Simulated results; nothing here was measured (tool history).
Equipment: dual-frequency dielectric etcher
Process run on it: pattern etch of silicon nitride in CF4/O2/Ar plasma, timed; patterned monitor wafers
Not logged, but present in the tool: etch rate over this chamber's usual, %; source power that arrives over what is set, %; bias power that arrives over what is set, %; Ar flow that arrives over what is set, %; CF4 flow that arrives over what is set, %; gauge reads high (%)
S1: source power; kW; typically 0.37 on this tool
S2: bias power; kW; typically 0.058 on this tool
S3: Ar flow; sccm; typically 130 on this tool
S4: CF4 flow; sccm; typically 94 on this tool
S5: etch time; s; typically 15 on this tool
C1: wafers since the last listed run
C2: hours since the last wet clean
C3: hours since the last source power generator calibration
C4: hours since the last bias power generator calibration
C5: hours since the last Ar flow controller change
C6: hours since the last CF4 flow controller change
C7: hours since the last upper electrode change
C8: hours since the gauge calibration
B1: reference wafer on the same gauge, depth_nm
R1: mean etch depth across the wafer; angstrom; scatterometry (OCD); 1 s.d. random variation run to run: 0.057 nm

run,hour,S1,S2,S3,S4,S5,C1,C2,C3,C4,C5,C6,C7,C8,B1,R1
1,0,0.37,0.058,130,94,15,0,85.8,1199.2,1820.5,1884.9,1939.2,4787.6,340.6,19.79,226.1
2,21.5,0.37,0.058,130,94,15,410,107.3,1220.7,1842,1906.4,1960.7,4809.1,362.1,19.8,226.3
# hour 46.2: upper electrode replaced
3,47.3,0.37,0.058,130,94,15,34,133.1,1246.5,1867.8,1932.2,1986.5,1.1,387.9,19.79,227.1
# hour 72.3: Ar flow controller replaced
4,77.3,0.37,0.058,130,94,15,458,163.1,1276.5,1897.8,5,2016.5,31.1,417.9,19.8,226.6
5,111.6,0.37,0.058,130,94,15,655,197.4,1310.8,1932.1,39.3,2050.8,65.4,452.2,19.8,227.6
6,139.5,0.37,0.058,130,94,15,533,225.3,1338.7,1960,67.2,2078.7,93.3,480.1,19.79,227
7,166,0.31,0.058,107,105,12,506,251.8,1365.2,1986.5,93.7,2105.2,119.8,506.6,19.8,168.3
8,192,0.37,0.058,101,94,15,496,277.8,1391.2,2012.5,119.7,2131.2,145.8,532.6,19.8,233.9
9,218.4,0.37,0.058,130,94,15,504,304.2,1417.6,2038.9,146.1,2157.6,172.2,559,19.8,227.1
# hour 226.4: gauge calibrated
10,237,0.37,0.058,130,94,15,355,322.8,1436.2,2057.5,164.7,2176.2,190.8,10.6,19.81,227.4
11,255,0.37,0.058,130,94,18,343,340.8,1454.2,2075.5,182.7,2194.2,208.8,28.6,19.8,274.6
# hour 267.1: bias power generator calibrated
# hour 283.6: wet clean of the chamber
12,284.1,0.37,0.05,130,72,15,164,0.5,1483.3,17,211.8,2223.3,237.9,57.7,19.79,206.4
13,296.3,0.37,0.058,156,94,15,233,12.7,1495.5,29.2,224,2235.5,250.1,69.9,19.79,225.3
# hour 306.2: source power generator calibrated
# hour 334.4: CF4 flow controller replaced
14,334.9,0.37,0.07,149,94,15,546,51.3,28.7,67.8,262.6,0.5,288.7,108.5,19.8,250

Run 15, settings as shown, results not yet in. Your forecast:
15,342.3,0.37,0.058,152,94,15,141,58.7,36.1,75.2,270,7.9,296.1,115.9,?,?

Run 15 measured B1 19.8, R1 227.7 angstrom.
On a tool with no hidden condition, and with the same random variation, this run would have come out at R1 226.8 angstrom.
